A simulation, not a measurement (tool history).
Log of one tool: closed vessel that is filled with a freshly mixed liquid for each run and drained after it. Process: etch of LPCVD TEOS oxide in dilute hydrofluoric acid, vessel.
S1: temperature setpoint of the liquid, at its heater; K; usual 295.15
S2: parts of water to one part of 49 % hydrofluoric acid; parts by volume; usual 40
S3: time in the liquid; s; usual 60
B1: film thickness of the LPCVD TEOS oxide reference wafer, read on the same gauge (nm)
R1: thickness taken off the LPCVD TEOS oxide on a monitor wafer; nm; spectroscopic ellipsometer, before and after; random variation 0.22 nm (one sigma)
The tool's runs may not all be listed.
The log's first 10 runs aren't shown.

run	day	S1	S2	S3	B1	R1
11	14.433	291.65	40	60	50.03	24.03
12	15.258	295.15	40	60	50.07	27.74
13	16.479	295.15	50	60	50.11	21.84
14	17.2	295.15	50	60	50.16	22.44
15	17.842	295.15	40	45	50.22	21.12
# day 17.892: thermometer replaced
16	18.679	295.15	40	45	50.25	21.17
17	19.733	296.65	20	50	50.27	51.5
18	20.904	295.15	60	60	50.35	18.18
# day 21.458: hydrofluoric acid flow meter replaced
19	21.479	296.65	20	50	50.37	51.04
20	22.25	291.15	50	75	50.42	23.73
21	23.15	292.15	40	60	50.46	24.77
22	23.779	295.15	40	60	50.5	28.47
23	24.362	292.65	40	60	50.48	25.37
24	25.508	297.15	35	60	50.55	35.64
25	26.775	293.65	50	70	50.61	24.61
26	28.054	295.15	40	60	50.69	28.56
27	28.858	298.65	55	85	50.73	33.32
28	29.75	297.15	35	95	50.74	56.08
29	30.554	292.65	50	60	50.8	20.09
30	31.783	298.15	60	30	50.87	10.39
31	32.933	298.65	50	60	50.91	25.78
32	33.608	295.15	35	60	50.98	32.71
33	34.267	291.15	30	45	51.01	24.25
34	35.592	296.65	25	75	51.03	61.37

Forecast each of these 3 alternatives for the next run:
A	35.621	295.15	30	60	?	?
B	35.621	299.15	50	85	?	?
C	35.621	297.65	30	60	?	?

run	B1	R1
A	51.01	38.2
B	51.01	37.32
C	51.01	42.44
Without the tool's hidden state the same runs would have given:
run	R1
A	37.42
B	36.55
C	41.57
